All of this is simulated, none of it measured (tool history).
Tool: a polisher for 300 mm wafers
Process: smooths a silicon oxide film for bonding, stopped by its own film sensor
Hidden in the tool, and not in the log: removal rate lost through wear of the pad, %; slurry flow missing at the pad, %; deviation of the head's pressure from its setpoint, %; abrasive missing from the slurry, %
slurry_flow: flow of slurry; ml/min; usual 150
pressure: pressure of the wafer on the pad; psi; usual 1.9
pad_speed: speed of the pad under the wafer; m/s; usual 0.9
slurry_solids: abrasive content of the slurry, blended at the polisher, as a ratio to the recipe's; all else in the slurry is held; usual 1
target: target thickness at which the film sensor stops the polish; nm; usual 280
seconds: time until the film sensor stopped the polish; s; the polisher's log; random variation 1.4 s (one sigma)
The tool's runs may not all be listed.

run	hour	slurry_flow	pressure	pad_speed	slurry_solids	target	wafers since the last listed run	wafers polished on this pad	hours since the slurry nozzle was cleaned	hours since the head pressure was calibrated	hours since the slurry blender was calibrated	incoming thickness of the incoming film, nm	seconds
1	0	150	1.9	0.9	1	280	0	1314	324.3	1123.5	282.7	350	122.3
# hour 11.8: worn pad replaced by a new one
# hour 25: slurry nozzle cleaned
# hour 31.8: slurry blender recalibrated
2	83.7	150	1.9	0.9	1	280	563	505	58.7	1207.2	51.9	349.4	107.6
3	124.8	180	1.9	0.9	1	268	301	807	99.8	1248.3	93	347.1	122.7
4	184.7	180	1.9	0.9	1	268	439	1247	159.7	1308.2	152.9	349	135.7
# hour 194.2: worn pad replaced by a new one
5	212.4	150	1.9	0.9	1.15	280	173	133	187.4	1335.9	180.6	352.3	102.7
6	280.9	150	1.9	0.9	1	280	502	636	255.9	1404.4	249.1	346.9	102.1
# hour 310.9: slurry nozzle cleaned
7	329.1	150	1.9	0.9	1	280	346	983	18.2	1452.6	297.3	351.4	114.7
# hour 352.2: slurry blender recalibrated
# hour 369: worn pad replaced by a new one
8	372.6	150	1.4	0.9	1	280	275	26	61.7	1496.1	20.4	351.5	147.4
9	424.6	150	2.5	0.9	1	280	381	408	113.7	1548.1	72.4	347.2	78.5
# hour 480.5: head pressure recalibrated
10	490.8	190	1.9	0.9	1.25	280	471	879	179.9	10.3	138.6	353.2	102.5
# hour 539: worn pad replaced by a new one
11	553.8	150	1.9	0.9	1	280	433	108	242.9	73.3	201.6	354.3	113.4
# hour 597.1: slurry nozzle cleaned
# hour 607.6: slurry blender recalibrated
12	616.6	180	1.9	0.72	0.8	304	438	547	19.5	136.1	9	345.5	81.5
13	658.3	195	1.9	0.7	1	280	306	853	61.2	177.8	50.7	343.6	121.9
# hour 709.7: worn pad replaced by a new one
14	717.2	150	1.9	1.2	0.7	295	403	54	120.1	236.7	109.6	350.5	78.2
15	757.9	115	1.7	0.58	1	298	298	353	160.8	277.4	150.3	357.9	150.4
16	806	170	1.9	1.12	1.2	293	353	706	208.9	325.5	198.4	349.5	69.7

Forecast each of these 5 alternatives for the next run:
A	806.5	150	2.2	0.9	1	280	3	710	209.4	326	198.9	352.9	?
B	806.5	150	1.9	1.02	0.85	280	3	710	209.4	326	198.9	352.9	?
C	806.5	170	2.4	0.78	0.75	280	3	710	209.4	326	198.9	352.9	?
D	806.5	135	1.9	0.9	1.2	256	3	710	209.4	326	198.9	352.9	?
E	806.5	150	1.9	0.62	1	280	3	710	209.4	326	198.9	352.9	?

run	seconds
A	100.7
B	112.5
C	113.9
D	147.5
E	157.1
Without the tool's hidden state the same runs would have given:
run	seconds
A	94.6
B	105.7
C	107
D	138.6
E	147.6

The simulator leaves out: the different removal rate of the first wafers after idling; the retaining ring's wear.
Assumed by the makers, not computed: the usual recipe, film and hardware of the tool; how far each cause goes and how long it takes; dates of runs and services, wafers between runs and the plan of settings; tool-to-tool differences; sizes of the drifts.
